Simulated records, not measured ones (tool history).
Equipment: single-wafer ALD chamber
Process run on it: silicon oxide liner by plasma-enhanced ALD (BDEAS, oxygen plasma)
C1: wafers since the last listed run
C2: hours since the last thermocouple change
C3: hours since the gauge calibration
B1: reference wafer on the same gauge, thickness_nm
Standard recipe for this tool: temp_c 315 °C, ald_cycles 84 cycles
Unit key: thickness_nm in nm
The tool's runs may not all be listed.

run 1 hour=0.0 | temp_c=315 ald_cycles=84 | C1=0 C2=769.8 C3=13.2 | B1=5.672 | thickness_nm=7.005
run 2 hour=60.9 | temp_c=315 ald_cycles=84 | C1=244 C2=830.7 C3=74.1 | B1=5.674 | thickness_nm=7.026
run 3 hour=243.8 | temp_c=315 ald_cycles=84 | C1=733 C2=1013.6 C3=257.0 | B1=5.670 | thickness_nm=6.957
run 4 hour=308.5 | temp_c=323 ald_cycles=77 | C1=259 C2=1078.3 C3=321.7 | B1=5.685 | thickness_nm=6.273
run 5 hour=338.4 | temp_c=323 ald_cycles=77 | C1=119 C2=1108.2 C3=351.6 | B1=5.676 | thickness_nm=6.300
run 6 hour=497.5 | temp_c=315 ald_cycles=89 | C1=637 C2=1267.3 C3=510.7 | B1=5.677 | thickness_nm=7.447
run 7 hour=560.2 | temp_c=315 ald_cycles=84 | C1=251 C2=1330.0 C3=573.4 | B1=5.680 | thickness_nm=6.947
run 8 hour=589.8 | temp_c=315 ald_cycles=84 | C1=118 C2=1359.6 C3=603.0 | B1=5.679 | thickness_nm=7.027
-- hour=608.0 gauge calibrated
run 9 hour=657.3 | temp_c=306 ald_cycles=75 | C1=270 C2=1427.1 C3=49.3 | B1=5.672 | thickness_nm=6.284
run 10 hour=725.5 | temp_c=306 ald_cycles=75 | C1=273 C2=1495.3 C3=117.5 | B1=5.680 | thickness_nm=6.286
run 11 hour=767.5 | temp_c=306 ald_cycles=84 | C1=168 C2=1537.3 C3=159.5 | B1=5.676 | thickness_nm=7.041
run 12 hour=796.2 | temp_c=306 ald_cycles=84 | C1=115 C2=1566.0 C3=188.2 | B1=5.687 | thickness_nm=7.078
run 13 hour=857.0 | temp_c=311 ald_cycles=100 | C1=243 C2=1626.8 C3=249.0 | B1=5.667 | thickness_nm=8.324
run 14 hour=915.4 | temp_c=329 ald_cycles=74 | C1=234 C2=1685.2 C3=307.4 | B1=5.675 | thickness_nm=6.006
run 15 hour=984.8 | temp_c=315 ald_cycles=90 | C1=278 C2=1754.6 C3=376.8 | B1=5.679 | thickness_nm=7.499
run 16 hour=1011.5 | temp_c=315 ald_cycles=84 | C1=107 C2=1781.3 C3=403.5 | B1=5.680 | thickness_nm=6.944
run 17 hour=1043.7 | temp_c=307 ald_cycles=96 | C1=129 C2=1813.5 C3=435.7 | B1=5.682 | thickness_nm=8.072
-- hour=1063.8 thermocouple changed; heater temperature recalibrated
run 18 hour=1077.5 | temp_c=315 ald_cycles=91 | C1=103 C2=13.7 C3=469.5 | B1=5.681 | thickness_nm=7.523
run 19 hour=1110.6 | temp_c=321 ald_cycles=84 | C1=132 C2=46.8 C3=502.6 | B1=5.675 | thickness_nm=6.909
run 20 hour=1179.1 | temp_c=315 ald_cycles=84 | C1=274 C2=115.3 C3=571.1 | B1=5.683 | thickness_nm=7.036
run 21 hour=1205.4 | temp_c=315 ald_cycles=84 | C1=105 C2=141.6 C3=597.4 | B1=5.690 | thickness_nm=7.012
run 22 hour=1233.1 | temp_c=325 ald_cycles=77 | C1=111 C2=169.3 C3=625.1 | B1=5.691 | thickness_nm=6.260
run 23 hour=1276.5 | temp_c=315 ald_cycles=84 | C1=174 C2=212.7 C3=668.5 | B1=5.688 | thickness_nm=6.966
run 24 hour=1311.6 | temp_c=300 ald_cycles=74 | C1=140 C2=247.8 C3=703.6 | B1=5.682 | thickness_nm=6.343
run 25 hour=1338.4 | temp_c=315 ald_cycles=84 | C1=107 C2=274.6 C3=730.4 | B1=5.681 | thickness_nm=7.002

List, for all runs, the conditions of the tool that the log does not record:
wafer temperature above the value expected at the setpoint (K): 0 at every run
gauge reads high (%): 0 at every run
